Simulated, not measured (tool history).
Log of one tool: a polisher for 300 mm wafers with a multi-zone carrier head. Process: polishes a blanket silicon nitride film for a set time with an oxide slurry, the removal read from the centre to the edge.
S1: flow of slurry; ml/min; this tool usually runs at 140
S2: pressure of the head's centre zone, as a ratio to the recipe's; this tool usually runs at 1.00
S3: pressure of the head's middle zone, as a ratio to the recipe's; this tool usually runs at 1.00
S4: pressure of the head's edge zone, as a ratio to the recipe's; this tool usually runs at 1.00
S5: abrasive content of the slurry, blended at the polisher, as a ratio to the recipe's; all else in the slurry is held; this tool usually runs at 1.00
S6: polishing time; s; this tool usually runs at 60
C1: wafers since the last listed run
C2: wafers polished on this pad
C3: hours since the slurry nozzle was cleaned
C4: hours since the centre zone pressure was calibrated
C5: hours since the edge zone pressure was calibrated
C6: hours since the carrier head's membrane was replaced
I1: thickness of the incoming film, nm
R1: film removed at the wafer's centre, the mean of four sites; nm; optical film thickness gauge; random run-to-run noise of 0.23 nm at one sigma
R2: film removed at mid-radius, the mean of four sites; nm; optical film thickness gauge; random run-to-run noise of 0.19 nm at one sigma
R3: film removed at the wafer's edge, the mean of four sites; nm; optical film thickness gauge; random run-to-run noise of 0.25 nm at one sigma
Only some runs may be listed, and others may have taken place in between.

| run | hour | S1 | S2 | S3 | S4 | S5 | S6 | C1 | C2 | C3 | C4 | C5 | C6 | I1 | R1 | R2 | R3 |
|---|---|---|---|---|---|---|---|---|---|---|---|---|---|---|---|---|---|
| 1 | 0.0 | 140 | 1.00 | 1.00 | 1.00 | 0.85 | 60 | 0 | 1469 | 106.4 | 556.0 | 560.4 | 620.6 | 591.2 | 20.2 | 19.3 | 19.9 |
| 2 | 97.4 | 140 | 1.00 | 1.00 | 1.00 | 0.85 | 60 | 965 | 2434 | 203.8 | 653.4 | 657.8 | 718.0 | 601.9 | 19.5 | 18.7 | 19.4 |
|  | 121.4 | centre zone pressure recalibrated |
|  | 152.6 | worn pad replaced by a new one |
| 3 | 190.3 | 140 | 1.00 | 1.00 | 1.00 | 0.85 | 60 | 861 | 373 | 296.7 | 68.9 | 750.7 | 810.9 | 601.8 | 20.6 | 19.6 | 20.4 |
|  | 237.9 | slurry nozzle cleaned |
| 4 | 286.9 | 140 | 1.00 | 1.00 | 1.00 | 1.00 | 60 | 947 | 1321 | 49.0 | 165.5 | 847.3 | 907.5 | 599.9 | 22.4 | 21.5 | 21.4 |
|  | 326.4 | carrier head's membrane replaced by a new one |
| 5 | 352.3 | 140 | 1.00 | 1.00 | 1.00 | 1.00 | 60 | 598 | 1919 | 114.4 | 230.9 | 912.7 | 25.9 | 602.0 | 22.0 | 20.9 | 21.5 |
|  | 486.5 | worn pad replaced by a new one |
| 6 | 513.4 | 140 | 1.00 | 1.00 | 1.00 | 1.00 | 64 | 1556 | 266 | 275.5 | 392.0 | 1073.8 | 187.0 | 604.7 | 23.9 | 23.0 | 23.6 |
|  | 519.2 | edge zone pressure recalibrated |
| 7 | 601.9 | 140 | 1.00 | 1.00 | 1.00 | 1.00 | 60 | 857 | 1124 | 364.0 | 480.5 | 82.7 | 275.5 | 590.2 | 22.5 | 21.2 | 21.8 |
|  | 631.5 | slurry nozzle cleaned |
| 8 | 693.2 | 140 | 1.00 | 1.00 | 1.00 | 1.00 | 60 | 894 | 2019 | 61.7 | 571.8 | 174.0 | 366.8 | 603.9 | 22.0 | 20.5 | 21.1 |
| 9 | 785.6 | 140 | 0.97 | 1.00 | 1.00 | 1.00 | 60 | 915 | 2934 | 154.1 | 664.2 | 266.4 | 459.2 | 600.8 | 20.3 | 20.0 | 20.2 |
|  | 815.0 | worn pad replaced by a new one |
| 10 | 843.8 | 140 | 0.97 | 1.00 | 1.00 | 1.00 | 60 | 537 | 284 | 212.3 | 722.4 | 324.6 | 517.4 | 604.6 | 22.0 | 21.5 | 22.4 |
|  | 855.6 | centre zone pressure recalibrated |
| 11 | 909.0 | 140 | 1.00 | 1.00 | 1.00 | 1.00 | 64 | 626 | 911 | 277.5 | 53.4 | 389.8 | 582.6 | 593.7 | 23.6 | 23.0 | 23.4 |
| 12 | 997.5 | 140 | 0.97 | 1.00 | 1.00 | 1.00 | 60 | 877 | 1788 | 366.0 | 141.9 | 478.3 | 671.1 | 601.2 | 21.4 | 21.1 | 21.2 |
|  | 1047.5 | slurry nozzle cleaned |
| 13 | 1066.0 | 190 | 1.00 | 1.00 | 1.00 | 1.25 | 60 | 668 | 2457 | 18.5 | 210.4 | 546.8 | 739.6 | 598.7 | 25.0 | 23.8 | 23.8 |
|  | 1080.8 | carrier head's membrane replaced by a new one |
|  | 1080.9 | worn pad replaced by a new one |
| 14 | 1152.3 | 140 | 1.00 | 1.03 | 1.00 | 1.00 | 60 | 805 | 707 | 104.8 | 296.7 | 633.1 | 71.5 | 603.2 | 22.5 | 22.4 | 21.9 |
| 15 | 1245.3 | 140 | 1.00 | 1.00 | 1.09 | 1.00 | 60 | 921 | 1629 | 197.8 | 389.7 | 726.1 | 164.5 | 598.9 | 21.6 | 21.4 | 21.9 |
| 16 | 1294.4 | 140 | 1.12 | 1.00 | 1.00 | 0.75 | 60 | 486 | 2115 | 246.9 | 438.8 | 775.2 | 213.6 | 591.9 | 20.4 | 17.6 | 18.1 |
| 17 | 1397.4 | 185 | 0.95 | 1.05 | 1.00 | 0.70 | 60 | 1020 | 3136 | 349.9 | 541.8 | 878.2 | 316.6 | 600.0 | 16.6 | 17.4 | 17.1 |
|  | 1413.0 | worn pad replaced by a new one |
|  | 1419.0 | slurry nozzle cleaned |
| 18 | 1456.0 | 140 | 1.00 | 1.09 | 0.90 | 1.15 | 46 | 531 | 416 | 37.0 | 600.4 | 936.8 | 375.2 | 605.7 | 18.3 | 18.8 | 17.7 |
| 19 | 1497.4 | 140 | 1.00 | 1.05 | 0.93 | 1.00 | 60 | 410 | 826 | 78.4 | 641.8 | 978.2 | 416.6 | 610.6 | 22.6 | 22.2 | 21.3 |
| 20 | 1541.0 | 140 | 1.00 | 1.00 | 1.00 | 0.70 | 60 | 432 | 1258 | 122.0 | 685.4 | 1021.8 | 460.2 | 597.8 | 17.6 | 17.0 | 17.4 |

Pick out some run-to-run changes in R1. Of each, how much would a tool without hidden state show as well, from the settings, what came in and chance, and how much is left for the hidden state and any gauge scatter not in both results compared?
Hidden state at play: removal rate lost through wear of the pad, %; slurry flow missing at the pad, %; deviation of the centre zone's pressure from its setpoint, %; deviation of the edge zone's pressure from its setpoint, %.
Run 13 -> 14: S1 190 -> 140, S3 1.00 -> 1.03, S5 1.25 -> 1.00, carrier head's membrane replaced by a new one, worn pad replaced by a new one. R1 -2.5 nm: hidden state +1.7, all else -4.2.
Run 17 -> 18: S1 185 -> 140, S2 0.95 -> 1.00, S3 1.05 -> 1.09, S4 1.00 -> 0.90, S5 0.70 -> 1.15, S6 60 -> 46, worn pad replaced by a new one, slurry nozzle cleaned. R1 +1.7 nm: hidden state +1.5, all else +0.2.
Run 18 -> 19: S3 1.09 -> 1.05, S4 0.90 -> 0.93, S5 1.15 -> 1.00, S6 46 -> 60. R1 +4.3 nm: hidden state -0.2, all else +4.5.
Run 19 -> 20: S3 1.05 -> 1.00, S4 0.93 -> 1.00, S5 1.00 -> 0.70. R1 -5.0 nm: hidden state +0.0, all else -5.0.
